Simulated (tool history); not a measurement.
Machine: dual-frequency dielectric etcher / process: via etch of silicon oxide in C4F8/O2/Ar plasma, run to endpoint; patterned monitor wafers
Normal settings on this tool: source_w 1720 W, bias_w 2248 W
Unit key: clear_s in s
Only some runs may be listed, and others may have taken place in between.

run    hour  source_w  bias_w  wafers since the last listed run  hours since the last wet clean  hours since the last source power generator calibration  hours since the last bias power generator calibration  hours since the last upper electrode change  incoming incoming film thickness, nm  clear_s
  1       0      1940    2248                                 0                             621                                                   2973.7                                                 1773.5                                       5123.6                                1111.7    236.5
       72.1  -- wet clean of the chamber
  2    76.3      1940    2248                               202                             4.2                                                     3050                                                 1849.8                                       5199.9                                1107.9    221.8
  3   139.4      1940    2248                               244                            67.3                                                   3113.1                                                 1912.9                                         5263                                1109.8    225.5
  4     200      1720    1984                               234                           127.9                                                   3173.7                                                 1973.5                                       5323.6                                1115.7    242.4
  5   301.1      1720    1984                               391                             229                                                   3274.8                                                 2074.6                                       5424.7                                1105.1      241
  6   386.5      1720    1984                               330                           314.4                                                   3360.2                                                   2160                                       5510.1                                1105.2    246.9
  7     434      1720    2248                               183                           361.9                                                   3407.7                                                 2207.5                                       5557.6                                1092.8    234.1
  8   507.3      1720    2248                               283                           435.2                                                     3481                                                 2280.8                                       5630.9                                1096.3    239.8
  9   543.9      1720    2248                               141                           471.8                                                   3517.6                                                 2317.4                                       5667.5                                1110.3      241
 10   601.9      1720    2528                               224                           529.8                                                   3575.6                                                 2375.4                                       5725.5                                1105.6    232.9
      675.8  -- wet clean of the chamber
 11   676.3      1720    2528                               194                             0.5                                                     3650                                                 2449.8                                       5799.9                                1101.2    222.5
 12   725.2      1720    2528                               189                            49.4                                                   3698.9                                                 2498.7                                       5848.8                                  1111    222.8
 13   822.3      1720    2248                               375                           146.5                                                     3796                                                 2595.8                                       5945.9                                1109.9    231.3
 14   885.1      1720    2248                               242                           209.3                                                   3858.8                                                 2658.6                                       6008.7                                1105.2    234.3
 15     926      1570    2006                               158                           250.2                                                   3899.7                                                 2699.5                                       6049.6                                  1111    248.8
 16  1017.1      1720    2248                               352                           341.3                                                   3990.8                                                 2790.6                                       6140.7                                1119.2      240
 17  1123.7      1720    2248                               412                           447.9                                                   4097.4                                                 2897.2                                       6247.3                                1116.4    241.4
     1188.5  -- upper electrode replaced
     1205.7  -- wet clean of the chamber
 18  1219.4      1720    2248                               210                            13.7                                                   4193.1                                                 2992.9                                         30.9                                1109.3    230.7
       1253  -- source power generator calibrated
 19  1266.4      1720    2248                               166                            60.7                                                     13.4                                                 3039.9                                         77.9                                1100.6    229.2
     1282.3  -- bias power generator calibrated
 20  1358.7      2030    2248                               341                             153                                                    105.7                                                   76.4                                        170.2                                1108.9    219.4
 21  1460.7      1410    2576                               394                             255                                                    207.7                                                  178.4                                        272.2                                1094.8    244.3
 22  1561.1      1910    2693                               388                           355.4                                                    308.1                                                  278.8                                        372.6                                1101.8    220.2
 23  1638.1      1720    2248                               297                           432.4                                                    385.1                                                  355.8                                        449.6                                1105.8    236.9
 24  1698.7      1720    1726                               234                             493                                                    445.7                                                  416.4                                        510.2                                  1104    256.5
 25  1806.6      1720    2732                               417                           600.9                                                    553.6                                                  524.3                                        618.1                                1108.1      231
 26  1863.3      1980    2248                               219                           657.6                                                    610.3                                                    581                                        674.8                                1107.7    233.8
     1899.8  -- wet clean of the chamber
 27    1948      1570    2638                               234                            48.2                                                      695                                                  665.7                                        759.5                                1108.6    231.2
 28  2027.5      1420    2055                               307                           127.7                                                    774.5                                                  745.2                                          839                                  1100    256.1
 29  2118.7      1720    2248                               352                           218.9                                                    865.7                                                  836.4                                        930.2                                1108.2    235.3

A few steps of clear_s between consecutive runs. Split each: what settings, incoming material and random variation would produce without the hidden state, and what is left over for the hidden state, along with gauge scatter present in only one of the two compared results (measured, and without hidden state):
The tool's hidden condition here consists of: etch rate over this chamber's usual, %; source power that arrives over what is set, %; bias power that arrives over what is set, %.
Run 1 -> 2: wet clean of the chamber. clear_s -14.7 s: hidden state -12.1, all else -2.6.
Run 24 -> 25: bias_w 1726 -> 2732. clear_s -25.5 s: hidden state +1, all else -26.5.
Run 26 -> 27: source_w 1980 -> 1570, bias_w 2248 -> 2638, wet clean of the chamber. clear_s -2.6 s: hidden state -12.5, all else +9.9.
Run 27 -> 28: source_w 1570 -> 1420, bias_w 2638 -> 2055. clear_s +24.9 s: hidden state +1.9, all else +23.

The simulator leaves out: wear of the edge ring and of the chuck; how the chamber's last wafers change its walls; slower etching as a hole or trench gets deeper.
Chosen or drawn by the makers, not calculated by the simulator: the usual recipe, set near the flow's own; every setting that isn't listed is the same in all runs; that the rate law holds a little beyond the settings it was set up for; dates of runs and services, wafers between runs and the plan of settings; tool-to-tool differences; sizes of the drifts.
